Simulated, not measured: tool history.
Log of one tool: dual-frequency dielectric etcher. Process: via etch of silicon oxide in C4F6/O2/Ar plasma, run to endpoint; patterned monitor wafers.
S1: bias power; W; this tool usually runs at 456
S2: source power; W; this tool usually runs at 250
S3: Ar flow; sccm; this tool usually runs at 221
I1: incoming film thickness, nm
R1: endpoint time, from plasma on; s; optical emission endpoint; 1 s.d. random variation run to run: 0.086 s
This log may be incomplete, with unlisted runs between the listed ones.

{"run": 1, "hour": 0.0, "S1": 479, "S2": 250, "S3": 221, "I1": 102.7, "R1": 27.0}
{"run": 2, "hour": 21.3, "S1": 479, "S2": 250, "S3": 221, "I1": 102.4, "R1": 26.8}
{"run": 3, "hour": 51.2, "S1": 479, "S2": 250, "S3": 221, "I1": 102.8, "R1": 26.6}
{"run": 4, "hour": 70.7, "S1": 456, "S2": 250, "S3": 221, "I1": 102.8, "R1": 27.1}
{"run": 5, "hour": 84.6, "S1": 456, "S2": 250, "S3": 196, "I1": 102.6, "R1": 26.7}
{"run": 6, "hour": 97.5, "S1": 456, "S2": 250, "S3": 221, "I1": 103.6, "R1": 27.5}
{"run": 7, "hour": 124.0, "S1": 456, "S2": 250, "S3": 221, "I1": 103.2, "R1": 27.1}
{"run": 8, "hour": 143.1, "S1": 456, "S2": 250, "S3": 221, "I1": 102.1, "R1": 26.9}
{"run": 9, "hour": 177.1, "S1": 370, "S2": 250, "S3": 204, "I1": 102.0, "R1": 28.0}
{"run": 10, "hour": 198.4, "S1": 370, "S2": 250, "S3": 204, "I1": 102.5, "R1": 27.9}
{"hour": 241.2, "done": "wet clean of the chamber"}
{"hour": 249.1, "done": "upper electrode replaced"}
{"run": 11, "hour": 249.6, "S1": 456, "S2": 250, "S3": 221, "I1": 102.1, "R1": 27.3}
{"run": 12, "hour": 253.7, "S1": 456, "S2": 250, "S3": 221, "I1": 102.7, "R1": 27.3}

The next listed run, before its measurement:
{"run": 13, "hour": 276.0, "S1": 567, "S2": 190, "S3": 221, "I1": 103.0, "R1": "?"}

Run 13 yielded R1 29.6 s.
Minus the tool's unlogged condition, the same run would have read R1 29.7 s.

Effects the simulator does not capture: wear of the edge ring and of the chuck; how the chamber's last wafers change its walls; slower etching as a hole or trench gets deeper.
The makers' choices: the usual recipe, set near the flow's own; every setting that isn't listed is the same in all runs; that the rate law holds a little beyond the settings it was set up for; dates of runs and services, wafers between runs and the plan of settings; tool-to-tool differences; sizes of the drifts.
